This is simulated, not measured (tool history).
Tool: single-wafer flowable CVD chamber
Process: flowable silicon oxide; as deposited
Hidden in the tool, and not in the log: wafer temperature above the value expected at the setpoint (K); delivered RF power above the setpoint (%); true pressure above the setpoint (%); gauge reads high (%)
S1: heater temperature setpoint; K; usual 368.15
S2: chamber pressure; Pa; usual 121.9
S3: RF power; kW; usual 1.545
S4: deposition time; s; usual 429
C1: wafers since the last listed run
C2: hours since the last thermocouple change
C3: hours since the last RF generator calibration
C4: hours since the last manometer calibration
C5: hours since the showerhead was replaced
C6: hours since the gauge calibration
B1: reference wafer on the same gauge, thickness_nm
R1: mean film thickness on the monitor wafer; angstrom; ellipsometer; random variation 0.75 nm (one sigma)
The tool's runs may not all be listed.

run 1 hour=0.0 | S1=368.15 S2=110.8 S3=1.545 S4=429 | C1=0 C2=25.4 C3=24.6 C4=105.0 C5=2602.7 C6=586.3 | B1=300.192 | R1=2753.79
run 2 hour=22.3 | S1=368.15 S2=121.9 S3=1.545 S4=429 | C1=65 C2=47.7 C3=46.9 C4=127.3 C5=2625.0 C6=608.6 | B1=300.106 | R1=3045.26
run 3 hour=39.1 | S1=368.15 S2=121.9 S3=1.545 S4=429 | C1=49 C2=64.5 C3=63.7 C4=144.1 C5=2641.8 C6=625.4 | B1=299.860 | R1=3033.97
run 4 hour=59.9 | S1=368.15 S2=121.9 S3=1.545 S4=429 | C1=61 C2=85.3 C3=84.5 C4=164.9 C5=2662.6 C6=646.2 | B1=299.980 | R1=3039.78
run 5 hour=94.8 | S1=368.15 S2=136.9 S3=1.545 S4=512 | C1=102 C2=120.2 C3=119.4 C4=199.8 C5=2697.5 C6=681.1 | B1=300.045 | R1=4081.61
run 6 hour=119.7 | S1=368.15 S2=121.9 S3=1.720 S4=429 | C1=73 C2=145.1 C3=144.3 C4=224.7 C5=2722.4 C6=706.0 | B1=299.786 | R1=3132.13
run 7 hour=138.6 | S1=360.15 S2=134.8 S3=1.330 S4=429 | C1=55 C2=164.0 C3=163.2 C4=243.6 C5=2741.3 C6=724.9 | B1=300.150 | R1=4199.91
run 8 hour=172.5 | S1=368.15 S2=121.9 S3=1.545 S4=429 | C1=99 C2=197.9 C3=197.1 C4=277.5 C5=2775.2 C6=758.8 | B1=299.770 | R1=3021.46
run 9 hour=185.1 | S1=357.15 S2=94.3 S3=1.450 S4=360 | C1=37 C2=210.5 C3=209.7 C4=290.1 C5=2787.8 C6=771.4 | B1=299.588 | R1=2799.08
run 10 hour=205.0 | S1=368.15 S2=121.9 S3=1.545 S4=429 | C1=58 C2=230.4 C3=229.6 C4=310.0 C5=2807.7 C6=791.3 | B1=300.281 | R1=3024.07
run 11 hour=276.7 | S1=368.15 S2=121.9 S3=1.545 S4=429 | C1=210 C2=302.1 C3=301.3 C4=381.7 C5=2879.4 C6=863.0 | B1=300.105 | R1=3012.39
-- hour=285.9 gauge calibrated
run 12 hour=303.2 | S1=379.15 S2=130.9 S3=1.270 S4=472 | C1=77 C2=328.6 C3=327.8 C4=408.2 C5=2905.9 C6=17.3 | B1=299.661 | R1=2127.42
run 13 hour=315.6 | S1=382.15 S2=130.7 S3=1.420 S4=455 | C1=36 C2=341.0 C3=340.2 C4=420.6 C5=2918.3 C6=29.7 | B1=299.804 | R1=1942.02
run 14 hour=344.0 | S1=368.15 S2=130.8 S3=1.545 S4=429 | C1=83 C2=369.4 C3=368.6 C4=449.0 C5=2946.7 C6=58.1 | B1=299.829 | R1=3216.67
-- hour=357.7 showerhead replaced
run 15 hour=360.6 | S1=374.15 S2=101.9 S3=1.665 S4=370 | C1=25 C2=386.0 C3=385.2 C4=465.6 C5=2.9 C6=74.7 | B1=300.026 | R1=1751.98
run 16 hour=387.0 | S1=364.15 S2=147.6 S3=1.545 S4=429 | C1=77 C2=412.4 C3=411.6 C4=492.0 C5=29.3 C6=101.1 | B1=299.806 | R1=4188.95
run 17 hour=401.9 | S1=368.15 S2=112.1 S3=1.545 S4=484 | C1=43 C2=427.3 C3=426.5 C4=506.9 C5=44.2 C6=116.0 | B1=300.152 | R1=3099.35
run 18 hour=423.6 | S1=368.15 S2=121.9 S3=1.545 S4=429 | C1=63 C2=449.0 C3=448.2 C4=528.6 C5=65.9 C6=137.7 | B1=299.587 | R1=2985.94
run 19 hour=498.8 | S1=374.15 S2=101.9 S3=1.665 S4=370 | C1=221 C2=524.2 C3=523.4 C4=603.8 C5=141.1 C6=212.9 | B1=300.156 | R1=1742.34
run 20 hour=512.6 | S1=368.15 S2=121.9 S3=1.545 S4=407 | C1=40 C2=538.0 C3=537.2 C4=617.6 C5=154.9 C6=226.7 | B1=300.016 | R1=2807.25
run 21 hour=545.1 | S1=379.15 S2=121.9 S3=1.545 S4=429 | C1=95 C2=570.5 C3=569.7 C4=650.1 C5=187.4 C6=259.2 | B1=300.170 | R1=1954.39
run 22 hour=560.9 | S1=368.15 S2=101.1 S3=1.545 S4=429 | C1=46 C2=586.3 C3=585.5 C4=665.9 C5=203.2 C6=275.0 | B1=299.934 | R1=2445.93
run 23 hour=587.2 | S1=368.15 S2=121.9 S3=1.545 S4=429 | C1=77 C2=612.6 C3=611.8 C4=692.2 C5=229.5 C6=301.3 | B1=300.284 | R1=2959.93
run 24 hour=599.6 | S1=377.15 S2=110.3 S3=1.270 S4=500 | C1=36 C2=625.0 C3=624.2 C4=704.6 C5=241.9 C6=313.7 | B1=299.983 | R1=2008.49
run 25 hour=620.3 | S1=381.15 S2=138.9 S3=1.330 S4=429 | C1=60 C2=645.7 C3=644.9 C4=725.3 C5=262.6 C6=334.4 | B1=300.010 | R1=1930.04
run 26 hour=654.1 | S1=373.15 S2=121.9 S3=1.545 S4=453 | C1=99 C2=679.5 C3=678.7 C4=759.1 C5=296.4 C6=368.2 | B1=300.022 | R1=2576.92
run 27 hour=669.7 | S1=362.15 S2=91.5 S3=1.725 S4=429 | C1=45 C2=695.1 C3=694.3 C4=774.7 C5=312.0 C6=383.8 | B1=299.935 | R1=2844.37

Hidden state or all else? Some run-to-run changes of R1, split into what the settings, what came in and random variation would give without the hidden state, and what is left for the hidden state (with any gauge scatter that isn't in both results):
Run 14 -> 15: S1 368.15 -> 374.15, S2 130.8 -> 101.9, S3 1.545 -> 1.665, S4 429 -> 370, showerhead replaced. R1 -1464.69 angstrom: hidden state +36.65, all else -1501.34.
Run 15 -> 16: S1 374.15 -> 364.15, S2 101.9 -> 147.6, S3 1.665 -> 1.545, S4 370 -> 429. R1 +2436.97 angstrom: hidden state -64.44, all else +2501.41.
Run 19 -> 20: S1 374.15 -> 368.15, S2 101.9 -> 121.9, S3 1.665 -> 1.545, S4 370 -> 407. R1 +1064.91 angstrom: hidden state -39.21, all else +1104.12.
